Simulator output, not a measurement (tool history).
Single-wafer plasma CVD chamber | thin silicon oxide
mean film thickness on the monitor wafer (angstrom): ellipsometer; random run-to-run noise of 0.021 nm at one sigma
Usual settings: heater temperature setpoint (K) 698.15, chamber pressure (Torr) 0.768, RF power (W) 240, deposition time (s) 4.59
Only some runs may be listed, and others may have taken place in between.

run   hour  heater temperature setpoint (K)  chamber pressure (Torr)  RF power (W)  deposition time (s)  read-back reference wafer on the same gauge, thickness_nm  mean film thickness on the monitor wafer (angstrom)
  1    0.0                           698.15                    0.768           240                 4.59                                                      6.159                                                63.51
  2   14.6                           698.15                    0.768           240                 4.59                                                      6.166                                                63.20
  3   66.9                           698.15                    0.768           215                 4.59                                                      6.161                                                61.52
  4   75.1                           698.15                    0.768           240                 4.59                                                      6.156                                                63.64
  5   86.2                           698.15                    0.768           240                 4.59                                                      6.172                                                63.24
  6   96.7                           698.15                    0.768           240                 4.59                                                      6.147                                                63.17
  7  109.3                           705.15                    0.768           240                 5.03                                                      6.160                                                69.17
  8  120.1                           705.15                    0.768           240                 5.03                                                      6.151                                                68.95
     122.4  -- gauge calibrated
     133.1  -- showerhead replaced
  9  133.6                           695.15                    0.768           240                 5.18                                                      6.175                                                71.89
 10  145.0                           695.15                    0.768           240                 5.18                                                      6.160                                                71.30
 11  152.5                           695.15                    0.768           240                 5.18                                                      6.171                                                71.61
 12  168.8                           698.15                    0.768           240                 4.59                                                      6.153                                                63.45
     183.7  -- capacitance manometer re-zeroed and calibrated
 13  184.2                           698.15                    0.768           240                 4.59                                                      6.153                                                63.43
     201.6  -- RF generator calibrated
 14  202.1                           698.15                    0.768           240                 4.59                                                      6.158                                                63.14
 15  205.8                           703.15                    0.768           240                 4.86                                                      6.173                                                66.99
 16  221.3                           698.15                    0.768           240                 4.59                                                      6.167                                                62.89
 17  237.2                           692.15                    0.923           225                 4.27                                                      6.165                                                66.33
 18  253.1                           698.15                    0.676           240                 3.98                                                      6.174                                                49.68
 19  259.5                           705.15                    0.768           275                 4.59                                                      6.169                                                65.34
 20  266.5                           692.15                    0.577           215                 5.40                                                      6.169                                                58.08
 21  283.4                           698.15                    0.768           240                 4.59                                                      6.161                                                63.43
     296.3  -- thermocouple changed; heater temperature recalibrated
 22  296.8                           703.15                    0.584           280                 5.09                                                      6.160                                                58.14
 23  299.1                           712.15                    0.768           240                 4.59                                                      6.162                                                62.55
 24  306.2                           698.15                    0.768           240                 4.59                                                      6.153                                                63.16
 25  314.7                           698.15                    0.820           265                 4.59                                                      6.152                                                67.96
 26  325.4                           698.15                    0.954           240                 4.59                                                      6.153                                                73.73
 27  341.5                           698.15                    0.768           240                 4.33                                                      6.169                                                59.68
 28  355.8                           698.15                    0.768           240                 4.59                                                      6.162                                                63.75
 29  367.9                           698.15                    0.686           240                 4.59                                                      6.160                                                57.62
 30  384.5                           704.15                    0.768           215                 4.59                                                      6.162                                                61.43

Below are 3 alternative next runs, each starting from the tool's condition after run 30. Predict each:
  A  384.9                           698.15                    0.768           240                 5.12                                                          ?                                                    ?
  B  384.9                           693.15                    0.864           225                 5.06                                                          ?                                                    ?
  C  384.9                           698.15                    0.768           240                 3.88                                                          ?                                                    ?

run  read-back reference wafer on the same gauge, thickness_nm  mean film thickness on the monitor wafer (angstrom)
  A                                                      6.159                                                70.16
  B                                                      6.159                                                74.81
  C                                                      6.159                                                53.19
Without the tool's hidden state the same runs would have given:
run  mean film thickness on the monitor wafer (angstrom)
  A                                                70.16
  B                                                74.81
  C                                                53.19
